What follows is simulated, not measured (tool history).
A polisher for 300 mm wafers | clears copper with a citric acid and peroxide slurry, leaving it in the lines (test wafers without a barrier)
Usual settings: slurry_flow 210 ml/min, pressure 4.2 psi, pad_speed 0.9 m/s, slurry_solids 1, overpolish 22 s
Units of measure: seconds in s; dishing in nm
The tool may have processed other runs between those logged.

run    hour  slurry_flow  pressure  pad_speed  slurry_solids  overpolish  wafers since the last listed run  wafers polished on this pad  hours since the slurry nozzle was cleaned  hours since the head pressure was calibrated  hours since the slurry blender was calibrated  incoming thickness of the incoming film, nm  seconds  dishing
  1       0          210       4.2        0.9              1          22                                 0                         3080                                      245.2                                          95.7                                           36.8                                        256.8       93     25.5
  2    36.8          210       4.2        0.9              1          22                               396                         3477                                        282                                         132.5                                           73.6                                        258.8     93.1     24.7
       47.6  -- worn pad replaced by a new one
  3   103.2          210       4.2        0.9              1          22                               672                          598                                      348.4                                         198.9                                            140                                        259.9     96.5     25.2
  4   155.9          210       4.2        0.9              1          22                               567                         1166                                      401.1                                         251.6                                          192.7                                        264.2     99.3     25.4
  5   199.6          210       4.2        0.9              1          22                               470                         1637                                      444.8                                         295.3                                          236.4                                        261.7     99.1     25.1
      243.4  -- slurry nozzle cleaned
  6   246.6          210       4.2        0.9              1          22                               495                         2133                                        3.2                                         342.3                                          283.4                                        257.4     97.2     25.4
      275.5  -- head pressure recalibrated
      335.6  -- slurry blender recalibrated
  7   395.8          210       4.2        0.9              1          22                              1564                         3698                                      152.4                                         120.3                                           60.2                                        256.3     93.4     25.4
      400.2  -- worn pad replaced by a new one
  8   451.6          210       4.2        0.9              1          13                               558                          554                                      208.2                                         176.1                                            116                                        258.9     96.5     18.6
  9   511.2          210       4.2        0.9              1          13                               642                         1196                                      267.8                                         235.7                                          175.6                                        264.6     99.4     18.4
      585.8  -- head pressure recalibrated
 10   668.1          210       4.2        0.9              1          22                              1669                         2865                                      424.7                                          82.3                                          332.5                                        264.4    100.1     25.6
      674.6  -- slurry blender recalibrated
 11   737.7          210       4.2        0.9              1          22                               728                         3594                                      494.3                                         151.9                                           63.1                                        255.6     94.6     25.6
      762.7  -- worn pad replaced by a new one
      776.9  -- slurry nozzle cleaned
 12   790.3          210       4.2        0.9              1          22                               512                          286                                       13.4                                         204.5                                          115.7                                        259.6     97.6     25.4
 13     817          275       4.2        0.9              1          18                               287                          573                                       40.1                                         231.2                                          142.4                                        261.2     95.6     23.4
 14   875.2          150       3.1        0.9              1          22                               627                         1201                                       98.3                                         289.4                                          200.6                                          265    121.4     22.8
 15     924          210         5        0.9           1.15          22                               525                         1727                                      147.1                                         338.2                                          249.4                                        263.6     86.4     25.9
        938  -- head pressure recalibrated
 16   950.7          210       4.2        0.9              1          22                               266                         1993                                      173.8                                          12.7                                          276.1                                        257.8     97.1     25.8
      987.8  -- slurry blender recalibrated
 17   992.5          210       4.2        0.9            0.7          22                               428                         2422                                      215.6                                          54.5                                            4.7                                        261.4     99.9     25.5
 18  1056.1          210       4.2        0.9              1          26                               685                         3107                                      279.2                                         118.1                                           68.3                                        259.7       97     27.3
 19  1108.6          210       4.2        0.9              1          22                               565                         3673                                      331.7                                         170.6                                          120.8                                        261.1     97.2     26.2
     1124.9  -- worn pad replaced by a new one
 20  1132.9          210       4.2        0.9              1          22                               218                           86                                        356                                         194.9                                          145.1                                        260.4     96.6     24.4
 21  1177.7          160       5.4       1.02              1          16                               482                          568                                      400.8                                         239.7                                          189.9                                        260.7     75.8       24
 22  1214.5          190       3.6        0.9            1.1          27                               396                          965                                      437.6                                         276.5                                          226.7                                        259.7    106.4     26.9
 23  1258.2          265       4.8        0.9              1          34                               470                         1436                                      481.3                                         320.2                                          270.4                                        259.2     89.9     31.7
     1284.1  -- head pressure recalibrated
     1318.6  -- slurry blender recalibrated
 24  1319.1          210       4.2        0.9              1          22                               613                         2049                                      542.2                                            35                                            0.5                                          258     92.8       26
     1334.5  -- slurry nozzle cleaned
 25    1379          210       4.2        0.9            1.1          22                               634                         2684                                       44.5                                          94.9                                           60.4                                        257.1     91.2     25.6
 26    1413          170       4.2        0.9              1          29                               366                         3050                                       78.5                                         128.9                                           94.4                                        260.9     99.1     29.3
     1443.7  -- worn pad replaced by a new one
 27  1444.2          235       4.2        0.9              1          22                               293                            5                                      109.7                                         160.1                                          125.6                                        263.6     97.1     26.1
 28    1482          270       3.3        0.9              1          22                               407                          412                                      147.5                                         197.9                                          163.4                                        254.3    108.8     23.4
 29  1540.8          210       3.3       1.16              1          28                               633                         1046                                      206.3                                         256.7                                          222.2                                        261.6     87.3       29

Some steps in seconds, run to run, broken into two amounts with sign: the step expected even without the hidden condition (settings, incoming material, random variation), and the rest, left for the hidden condition together with whatever gauge scatter is not in both the measured and the hidden-condition-free result:
The tool's hidden condition here consists of: removal rate lost through wear of the pad, %; slurry flow missing at the pad, %; deviation of the head's pressure from its setpoint, %; abrasive missing from the slurry, %.
Run 14 -> 15: slurry_flow 150 -> 210, pressure 3.1 -> 5, slurry_solids 1 -> 1.15. seconds -35 s: hidden state -1.3, all else -33.7.
Run 16 -> 17: slurry_solids 1 -> 0.7, slurry blender recalibrated. seconds +2.8 s: hidden state -4.6, all else +7.4.
Run 21 -> 22: slurry_flow 160 -> 190, pressure 5.4 -> 3.6, pad_speed 1.02 -> 0.9, slurry_solids 1 -> 1.1, overpolish 16 -> 27. seconds +30.6 s: hidden state +1.9, all else +28.7.
Run 23 -> 24: slurry_flow 265 -> 210, pressure 4.8 -> 4.2, overpolish 34 -> 22, head pressure recalibrated, slurry blender recalibrated. seconds +2.9 s: hidden state -4.8, all else +7.7.
